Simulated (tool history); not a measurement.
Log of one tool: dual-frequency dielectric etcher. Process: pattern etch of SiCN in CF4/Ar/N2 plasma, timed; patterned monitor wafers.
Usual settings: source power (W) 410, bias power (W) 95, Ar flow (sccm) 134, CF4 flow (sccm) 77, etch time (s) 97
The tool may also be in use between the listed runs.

run    hour  source power (W)  bias power (W)  Ar flow (sccm)  CF4 flow (sccm)  etch time (s)  wafers since the last listed run  hours since the last wet clean  hours since the last source power generator calibration  hours since the last bias power generator calibration  hours since the last Ar flow controller change  hours since the last CF4 flow controller change  hours since the last upper electrode change  hours since the gauge calibration  read-back reference wafer on the same gauge, depth_nm  mean etch depth across the wafer (Å)
  1       0               410              95             115               69             97                                 0                             433                                                   4367.7                                                 2929.2                                             0.5                                            831.5                                       1205.3                             1421.2                                                   81.2                                   843
  2    44.3               410              95             134               77          117.5                               312                           477.3                                                     4412                                                 2973.5                                            44.8                                            875.8                                       1249.6                             1465.5                                                   81.1                                  1033
  3   111.8               410              95             134               77          117.5                               475                           544.8                                                   4479.5                                                   3041                                           112.3                                            943.3                                       1317.1                               1533                                                     81                                  1031
      140.5  -- wet clean of the chamber
  4   147.4               410              95             134               77             97                                81                             6.9                                                   4515.1                                                 3076.6                                           147.9                                            978.9                                       1352.7                             1568.6                                                     81                                   852
      148.9  -- gauge calibrated
  5   206.5               410              95             110               77            110                               416                              66                                                   4574.2                                                 3135.7                                             207                                             1038                                       1411.8                               57.6                                                   83.2                                  1010
  6   277.1               410              95             116               88             97                               497                           136.6                                                   4644.8                                                 3206.3                                           277.6                                           1108.6                                       1482.4                              128.2                                                   83.1                                   909
        374  -- bias power generator calibrated
  7   482.5               410              95             134               77             97                              1419                             342                                                   4850.2                                                  108.5                                             483                                             1314                                       1687.8                              333.6                                                   82.8                                   869
  8   545.8               410              95             134               77             97                               446                           405.3                                                   4913.5                                                  171.8                                           546.3                                           1377.3                                       1751.1                              396.9                                                   82.7                                   871
  9   608.3               410              95             134               77             97                               440                           467.8                                                     4976                                                  234.3                                           608.8                                           1439.8                                       1813.6                              459.4                                                   82.6                                   864
      614.7  -- CF4 flow controller replaced
      681.8  -- wet clean of the chamber
      691.7  -- upper electrode replaced
 10   692.2               360              95             163               58          108.5                               309                            10.4                                                   5059.9                                                  318.2                                           692.7                                             77.5                                          0.5                              543.3                                                   82.5                                   801
 11   709.4               410              95             134               77             97                               121                            27.6                                                   5077.1                                                  335.4                                           709.9                                             94.7                                         17.7                              560.5                                                   82.5                                   867
 12   744.4               410              82             152               77             97                               246                            62.6                                                   5112.1                                                  370.4                                           744.9                                            129.7                                         52.7                              595.5                                                   82.5                                   822
 13   813.6               410              85             134               70             97                               487                           131.8                                                   5181.3                                                  439.6                                           814.1                                            198.9                                        121.9                              664.7                                                   82.4                                   817
 14   845.7               410              95             134               77             97                               226                           163.9                                                   5213.4                                                  471.7                                           846.2                                              231                                          154                              696.8                                                   82.3                                   865
 15   885.3               330              95             165               70          118.5                               279                           203.5                                                     5253                                                  511.3                                           885.8                                            270.6                                        193.6                              736.4                                                   82.3                                   853
      908.1  -- source power generator calibrated
 16   948.1               410              95             134               77             97                               414                           266.3                                                       40                                                  574.1                                           948.6                                            333.4                                        256.4                              799.2                                                   82.2                                   863
 17  1013.5               410              95             134               77             97                               461                           331.7                                                    105.4                                                  639.5                                            1014                                            398.8                                        321.8                              864.6                                                   82.1                                   867
 18  1162.6               350              95             159               58          121.5                              1051                           480.8                                                    254.5                                                  788.6                                          1163.1                                            547.9                                        470.9                             1013.7                                                   81.9                                   871
 19    1190               410              95             134               65             97                               193                           508.2                                                    281.9                                                    816                                          1190.5                                            575.3                                        498.3                             1041.1                                                   81.9                                   826
 20  1249.6               350              95             134               89             97                               420                           567.8                                                    341.5                                                  875.6                                          1250.1                                            634.9                                        557.9                             1100.7                                                   81.8                                   787
     1278.7  -- wet clean of the chamber
 21  1299.9               470              72             134               64             97                               185                            21.2                                                    391.8                                                  925.9                                          1300.4                                            685.2                                        608.2                               1151                                                   81.7                                   843
 22  1363.5               410              95             113               59             97                               448                            84.8                                                    455.4                                                  989.5                                            1364                                            748.8                                        671.8                             1214.6                                                   81.7                                   815

Forecast each of these 3 alternatives for the next run:
  A  1363.9               410              95             134               77             97                                 2                            85.2                                                    455.8                                                  989.9                                          1364.4                                            749.2                                        672.2                               1215                                                      ?                                     ?
  B  1363.9               410              95             134               59             78                                 2                            85.2                                                    455.8                                                  989.9                                          1364.4                                            749.2                                        672.2                               1215                                                      ?                                     ?
  C  1363.9               440              80             134               77          120.5                                 2                            85.2                                                    455.8                                                  989.9                                          1364.4                                            749.2                                        672.2                               1215                                                      ?                                     ?

run  read-back reference wafer on the same gauge, depth_nm  mean etch depth across the wafer (Å)
  A                                                   81.7                                   856
  B                                                   81.7                                   643
  C                                                   81.7                                  1071
Without the tool's hidden state the same runs would have given:
run  mean etch depth across the wafer (Å)
  A                                   871
  B                                   655
  C                                  1090
